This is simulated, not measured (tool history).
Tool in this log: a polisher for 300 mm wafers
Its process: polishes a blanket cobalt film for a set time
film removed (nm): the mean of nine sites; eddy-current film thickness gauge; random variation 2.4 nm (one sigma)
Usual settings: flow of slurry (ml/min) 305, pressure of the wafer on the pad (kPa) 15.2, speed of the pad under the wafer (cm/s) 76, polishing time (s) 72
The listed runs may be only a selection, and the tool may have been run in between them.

run	hour	flow of slurry (ml/min)	pressure of the wafer on the pad (kPa)	speed of the pad under the wafer (cm/s)	polishing time (s)	wafers since the last listed run	wafers polished on this pad	hours since the slurry nozzle was cleaned	hours since the head pressure was calibrated	incoming thickness of the incoming film, nm	film removed (nm)
1	0	305	15.2	76	72	0	127	262.9	1413.2	1163.2	299.7
2	34	305	15.2	76	72	272	399	296.9	1447.2	1144	297.3
3	47.1	305	15.2	76	72	104	504	310	1460.3	1161.6	301
4	77.4	305	15.2	76	61	242	747	340.3	1490.6	1138	252.2
5	89.8	305	15.2	76	61	99	846	352.7	1503	1157.9	253
# hour 115.5: slurry nozzle cleaned
6	121.3	305	15.2	70	62	244	1090	5.8	1534.5	1168.2	232.7
7	133.4	305	15.2	76	72	96	1187	17.9	1546.6	1138.2	299
8	150	305	15.2	76	72	133	1320	34.5	1563.2	1142.3	293
# hour 171.7: head pressure recalibrated
9	172.2	305	15.2	76	72	161	1482	56.7	0.5	1151	296.4
10	186.7	305	15.2	76	72	116	1598	71.2	15	1128.6	290.6
11	217.7	305	15.2	76	72	248	1847	102.2	46	1136	289.6
12	248	305	20	76	72	242	2090	132.5	76.3	1151.2	365.7
# hour 271.4: worn pad replaced by a new one
13	319.9	380	15.2	76	53	544	388	204.4	148.2	1141.6	222.4
14	341.3	305	20	76	96	171	560	225.8	169.6	1133.7	499.4
15	367.9	305	15.2	76	72	213	773	252.4	196.2	1147.6	294.9
16	440.3	305	10.3	54	80	580	1353	324.8	268.6	1165.7	171
17	474.5	305	15.2	76	84	274	1627	359	302.8	1158	336.7
# hour 482.1: slurry nozzle cleaned
18	506.1	305	11	76	72	245	1872	24	334.4	1133.4	223.3
# hour 517.1: worn pad replaced by a new one
19	531.3	305	13.1	58	72	169	113	49.2	359.6	1147	202.8
20	544.1	340	15.2	68	72	102	216	62	372.4	1131.3	270.7
21	572.5	305	19.3	76	50	227	444	90.4	400.8	1147.5	256.4
22	591.2	270	9.7	76	79	149	593	109.1	419.5	1130.3	224
23	617.6	305	15.2	76	82	211	805	135.5	445.9	1171.4	338.4
24	651.4	260	15.2	60	80	270	1076	169.3	479.7	1132.8	258
25	675	360	15.2	76	72	189	1265	192.9	503.3	1140.5	295
26	703.4	305	15.2	76	78	227	1492	221.3	531.7	1168.4	314.3
27	731.4	305	13.1	84	62	224	1717	249.3	559.7	1150.1	248.3
28	744.2	375	15.2	76	72	102	1819	262.1	572.5	1132	290.5

What does the tool deliver on the next run?
# hour 759.6: worn pad replaced by a new one
29	765.6	305	15.2	76	72	139	48	283.5	593.9	1151.3	?

{"run 29": {"film removed (nm)": 300}}
With the hidden condition absent and the run-to-run variation left alone, this run would have shown film removed (nm) 303.5.
